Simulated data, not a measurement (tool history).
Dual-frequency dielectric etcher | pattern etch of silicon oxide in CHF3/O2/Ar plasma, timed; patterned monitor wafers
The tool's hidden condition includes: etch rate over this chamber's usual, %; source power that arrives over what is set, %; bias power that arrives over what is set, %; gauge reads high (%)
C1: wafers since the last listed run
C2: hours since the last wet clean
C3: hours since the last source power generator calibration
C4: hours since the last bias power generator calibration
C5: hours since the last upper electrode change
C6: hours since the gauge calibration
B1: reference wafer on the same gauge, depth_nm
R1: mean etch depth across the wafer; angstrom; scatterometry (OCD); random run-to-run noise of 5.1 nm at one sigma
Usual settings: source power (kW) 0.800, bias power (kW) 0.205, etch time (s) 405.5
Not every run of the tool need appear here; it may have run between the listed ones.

run 1 hour=0.0 | source_power_(kW)=0.700 bias_power_(kW)=0.205 etch_time_(s)=405.5 | C1=0 C2=50.5 C3=2060.2 C4=1652.9 C5=2179.5 C6=796.1 | B1=1092.4 | R1=8627
run 2 hour=76.0 | source_power_(kW)=0.840 bias_power_(kW)=0.205 etch_time_(s)=405.5 | C1=226 C2=126.5 C3=2136.2 C4=1728.9 C5=2255.5 C6=872.1 | B1=1092.6 | R1=9613
run 3 hour=141.3 | source_power_(kW)=0.840 bias_power_(kW)=0.205 etch_time_(s)=405.5 | C1=194 C2=191.8 C3=2201.5 C4=1794.2 C5=2320.8 C6=937.4 | B1=1092.0 | R1=9501
run 4 hour=209.9 | source_power_(kW)=0.930 bias_power_(kW)=0.205 etch_time_(s)=405.5 | C1=204 C2=260.4 C3=2270.1 C4=1862.8 C5=2389.4 C6=1006.0 | B1=1091.4 | R1=10120
run 5 hour=254.3 | source_power_(kW)=0.660 bias_power_(kW)=0.205 etch_time_(s)=405.5 | C1=132 C2=304.8 C3=2314.5 C4=1907.2 C5=2433.8 C6=1050.4 | B1=1092.6 | R1=8309
run 6 hour=292.7 | source_power_(kW)=0.660 bias_power_(kW)=0.205 etch_time_(s)=405.5 | C1=114 C2=343.2 C3=2352.9 C4=1945.6 C5=2472.2 C6=1088.8 | B1=1092.2 | R1=8206
run 7 hour=399.8 | source_power_(kW)=0.660 bias_power_(kW)=0.205 etch_time_(s)=405.5 | C1=318 C2=450.3 C3=2460.0 C4=2052.7 C5=2579.3 C6=1195.9 | B1=1093.1 | R1=8332
run 8 hour=439.3 | source_power_(kW)=0.800 bias_power_(kW)=0.167 etch_time_(s)=405.5 | C1=117 C2=489.8 C3=2499.5 C4=2092.2 C5=2618.8 C6=1235.4 | B1=1092.7 | R1=8766
-- hour=473.8 wet clean of the chamber
run 9 hour=475.8 | source_power_(kW)=0.800 bias_power_(kW)=0.167 etch_time_(s)=405.5 | C1=37 C2=2.0 C3=2536.0 C4=2128.7 C5=2655.3 C6=1271.9 | B1=1092.4 | R1=8803
-- hour=532.4 upper electrode replaced
run 10 hour=532.9 | source_power_(kW)=0.800 bias_power_(kW)=0.167 etch_time_(s)=405.5 | C1=98 C2=59.1 C3=2593.1 C4=2185.8 C5=0.5 C6=1329.0 | B1=1092.8 | R1=8772
run 11 hour=556.0 | source_power_(kW)=0.800 bias_power_(kW)=0.224 etch_time_(s)=405.5 | C1=68 C2=82.2 C3=2616.2 C4=2208.9 C5=23.6 C6=1352.1 | B1=1091.5 | R1=9576
run 12 hour=596.0 | source_power_(kW)=0.940 bias_power_(kW)=0.229 etch_time_(s)=405.5 | C1=119 C2=122.2 C3=2656.2 C4=2248.9 C5=63.6 C6=1392.1 | B1=1092.0 | R1=10428
run 13 hour=633.7 | source_power_(kW)=0.940 bias_power_(kW)=0.229 etch_time_(s)=405.5 | C1=112 C2=159.9 C3=2693.9 C4=2286.6 C5=101.3 C6=1429.8 | B1=1091.1 | R1=10419
run 14 hour=818.7 | source_power_(kW)=0.980 bias_power_(kW)=0.205 etch_time_(s)=405.5 | C1=550 C2=344.9 C3=2878.9 C4=2471.6 C5=286.3 C6=1614.8 | B1=1093.4 | R1=10535
run 15 hour=891.3 | source_power_(kW)=0.800 bias_power_(kW)=0.253 etch_time_(s)=405.5 | C1=216 C2=417.5 C3=2951.5 C4=2544.2 C5=358.9 C6=1687.4 | B1=1093.3 | R1=10002
run 16 hour=965.0 | source_power_(kW)=0.800 bias_power_(kW)=0.205 etch_time_(s)=405.5 | C1=219 C2=491.2 C3=3025.2 C4=2617.9 C5=432.6 C6=1761.1 | B1=1091.9 | R1=9274
-- hour=1078.1 wet clean of the chamber
run 17 hour=1078.6 | source_power_(kW)=0.800 bias_power_(kW)=0.205 etch_time_(s)=405.5 | C1=266 C2=0.5 C3=3138.8 C4=2731.5 C5=546.2 C6=1874.7 | B1=1092.4 | R1=9322
run 18 hour=1134.1 | source_power_(kW)=0.970 bias_power_(kW)=0.229 etch_time_(s)=492.5 | C1=165 C2=56.0 C3=3194.3 C4=2787.0 C5=601.7 C6=1930.2 | B1=1092.3 | R1=13000
run 19 hour=1183.4 | source_power_(kW)=0.800 bias_power_(kW)=0.191 etch_time_(s)=361.0 | C1=146 C2=105.3 C3=3243.6 C4=2836.3 C5=651.0 C6=1979.5 | B1=1095.5 | R1=8077
-- hour=1201.8 bias power generator calibrated
run 20 hour=1288.5 | source_power_(kW)=0.980 bias_power_(kW)=0.181 etch_time_(s)=448.5 | C1=301 C2=210.4 C3=3348.7 C4=86.7 C5=756.1 C6=2084.6 | B1=1094.8 | R1=11097
run 21 hour=1376.8 | source_power_(kW)=0.800 bias_power_(kW)=0.221 etch_time_(s)=405.5 | C1=262 C2=298.7 C3=3437.0 C4=175.0 C5=844.4 C6=2172.9 | B1=1095.4 | R1=9534
run 22 hour=1436.1 | source_power_(kW)=0.610 bias_power_(kW)=0.155 etch_time_(s)=405.5 | C1=176 C2=358.0 C3=3496.3 C4=234.3 C5=903.7 C6=2232.2 | B1=1093.3 | R1=7317
run 23 hour=1518.0 | source_power_(kW)=0.800 bias_power_(kW)=0.205 etch_time_(s)=405.5 | C1=243 C2=439.9 C3=3578.2 C4=316.2 C5=985.6 C6=2314.1 | B1=1092.7 | R1=9376
-- hour=1536.9 source power generator calibrated
-- hour=1591.3 gauge calibrated
-- hour=1614.8 wet clean of the chamber
run 24 hour=1615.3 | source_power_(kW)=0.870 bias_power_(kW)=0.205 etch_time_(s)=366.0 | C1=206 C2=0.5 C3=78.4 C4=413.5 C5=1082.9 C6=24.0 | B1=1093.3 | R1=8826
run 25 hour=1698.3 | source_power_(kW)=0.800 bias_power_(kW)=0.205 etch_time_(s)=405.5 | C1=247 C2=83.5 C3=161.4 C4=496.5 C5=1165.9 C6=107.0 | B1=1092.3 | R1=9301
run 26 hour=1786.8 | source_power_(kW)=0.800 bias_power_(kW)=0.228 etch_time_(s)=508.5 | C1=263 C2=172.0 C3=249.9 C4=585.0 C5=1254.4 C6=195.5 | B1=1092.0 | R1=12204
run 27 hour=1847.4 | source_power_(kW)=0.950 bias_power_(kW)=0.205 etch_time_(s)=405.5 | C1=180 C2=232.6 C3=310.5 C4=645.6 C5=1315.0 C6=256.1 | B1=1091.7 | R1=10193
run 28 hour=1936.0 | source_power_(kW)=0.800 bias_power_(kW)=0.182 etch_time_(s)=288.5 | C1=263 C2=321.2 C3=399.1 C4=734.2 C5=1403.6 C6=344.7 | B1=1090.7 | R1=6404
run 29 hour=1980.7 | source_power_(kW)=0.700 bias_power_(kW)=0.205 etch_time_(s)=405.5 | C1=133 C2=365.9 C3=443.8 C4=778.9 C5=1448.3 C6=389.4 | B1=1091.8 | R1=8646
-- hour=2104.9 wet clean of the chamber
run 30 hour=2105.4 | source_power_(kW)=0.800 bias_power_(kW)=0.205 etch_time_(s)=405.5 | C1=299 C2=0.5 C3=568.5 C4=903.6 C5=1573.0 C6=514.1 | B1=1095.6 | R1=9312

Forecast each of these 3 alternatives for the next run:
run A hour=2105.9 | source_power_(kW)=0.800 bias_power_(kW)=0.205 etch_time_(s)=405.5 | C1=1 C2=1.0 C3=569.0 C4=904.1 C5=1573.5 C6=514.6 | B1=? | R1=?
run B hour=2105.9 | source_power_(kW)=0.800 bias_power_(kW)=0.205 etch_time_(s)=482.0 | C1=1 C2=1.0 C3=569.0 C4=904.1 C5=1573.5 C6=514.6 | B1=? | R1=?
run C hour=2105.9 | source_power_(kW)=0.870 bias_power_(kW)=0.159 etch_time_(s)=471.0 | C1=1 C2=1.0 C3=569.0 C4=904.1 C5=1573.5 C6=514.6 | B1=? | R1=?

run=A B1=1091.7 R1=9321
run=B B1=1091.7 R1=11080
run=C B1=1091.7 R1=10565
Take away the tool's hidden state, keep each run's random variation, and the runs would have read:
run=A R1=9321
run=B R1=11080
run=C R1=10565
